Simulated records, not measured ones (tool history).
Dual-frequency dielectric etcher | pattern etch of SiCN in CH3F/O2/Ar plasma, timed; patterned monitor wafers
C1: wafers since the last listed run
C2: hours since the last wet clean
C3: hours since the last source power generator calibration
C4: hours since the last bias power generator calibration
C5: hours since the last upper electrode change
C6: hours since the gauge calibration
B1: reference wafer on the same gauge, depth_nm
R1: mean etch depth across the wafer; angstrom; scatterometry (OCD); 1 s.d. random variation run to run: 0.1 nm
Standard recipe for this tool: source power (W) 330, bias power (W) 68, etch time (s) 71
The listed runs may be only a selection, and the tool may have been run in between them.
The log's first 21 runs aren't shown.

Run 22, hour 499.3: usual settings but source power (W) 260, bias power (W) 74, etch time (s) 81; C1 332; C2 359.7; C3 324.1; C4 268; C5 115.8; C6 162.8; B1 24.13. Result: R1 267.2 angstrom.
Run 23, hour 515.7: usual settings but bias power (W) 57, etch time (s) 57.5; C1 173; C2 376.1; C3 340.5; C4 284.4; C5 132.2; C6 179.2; B1 24.08. Result: R1 192.4 angstrom.
Run 24, hour 537.6: usual settings but source power (W) 360, bias power (W) 74; C1 231; C2 398; C3 362.4; C4 306.3; C5 154.1; C6 201.1; B1 24.04. Result: R1 271.6 angstrom.
At hour 576.3: wet clean of the chamber.
Run 25, hour 576.8: usual settings but source power (W) 370, bias power (W) 75; C1 160; C2 0.5; C3 401.6; C4 345.5; C5 193.3; C6 240.3; B1 24.05. Result: R1 278.2 angstrom.
Run 26, hour 591.6: usual settings; C1 156; C2 15.3; C3 416.4; C4 360.3; C5 208.1; C6 255.1; B1 24.03. Result: R1 255.5 angstrom.
Run 27, hour 615.3: usual settings but source power (W) 270, etch time (s) 52; C1 250; C2 39; C3 440.1; C4 384; C5 231.8; C6 278.8; B1 24.05. Result: R1 170 angstrom.
Run 28, hour 638.7: usual settings; C1 246; C2 62.4; C3 463.5; C4 407.4; C5 255.2; C6 302.2; B1 23.98. Result: R1 254.5 angstrom.
Run 29, hour 652.8: usual settings; C1 148; C2 76.5; C3 477.6; C4 421.5; C5 269.3; C6 316.3; B1 24.01. Result: R1 252 angstrom.
Run 30, hour 686.5: usual settings but source power (W) 290, bias power (W) 60; C1 355; C2 110.2; C3 511.3; C4 455.2; C5 303; C6 350; B1 24.01. Result: R1 228.7 angstrom.
Run 31, hour 716.1: usual settings but source power (W) 360, bias power (W) 57, etch time (s) 58.5; C1 312; C2 139.8; C3 540.9; C4 484.8; C5 332.6; C6 379.6; B1 24. Result: R1 204.3 angstrom.

Forecast each of these 3 alternatives for the next run:
Run A, hour 716.5: usual settings but source power (W) 360; C1 4; C2 140.2; C3 541.3; C4 485.2; C5 333; C6 380; B1 ?. Result: R1 ?.
Run B, hour 716.5: usual settings but source power (W) 380, etch time (s) 78.5; C1 4; C2 140.2; C3 541.3; C4 485.2; C5 333; C6 380; B1 ?. Result: R1 ?.
Run C, hour 716.5: usual settings but etch time (s) 60.5; C1 4; C2 140.2; C3 541.3; C4 485.2; C5 333; C6 380; B1 ?. Result: R1 ?.

run     B1     R1
  A  23.96  262.8
  B  23.96  297.9
  C  23.96  215.1
Take away the tool's hidden state, keep each run's random variation, and the runs would have read:
run     R1
  A  264.3
  B  299.5
  C  216.3

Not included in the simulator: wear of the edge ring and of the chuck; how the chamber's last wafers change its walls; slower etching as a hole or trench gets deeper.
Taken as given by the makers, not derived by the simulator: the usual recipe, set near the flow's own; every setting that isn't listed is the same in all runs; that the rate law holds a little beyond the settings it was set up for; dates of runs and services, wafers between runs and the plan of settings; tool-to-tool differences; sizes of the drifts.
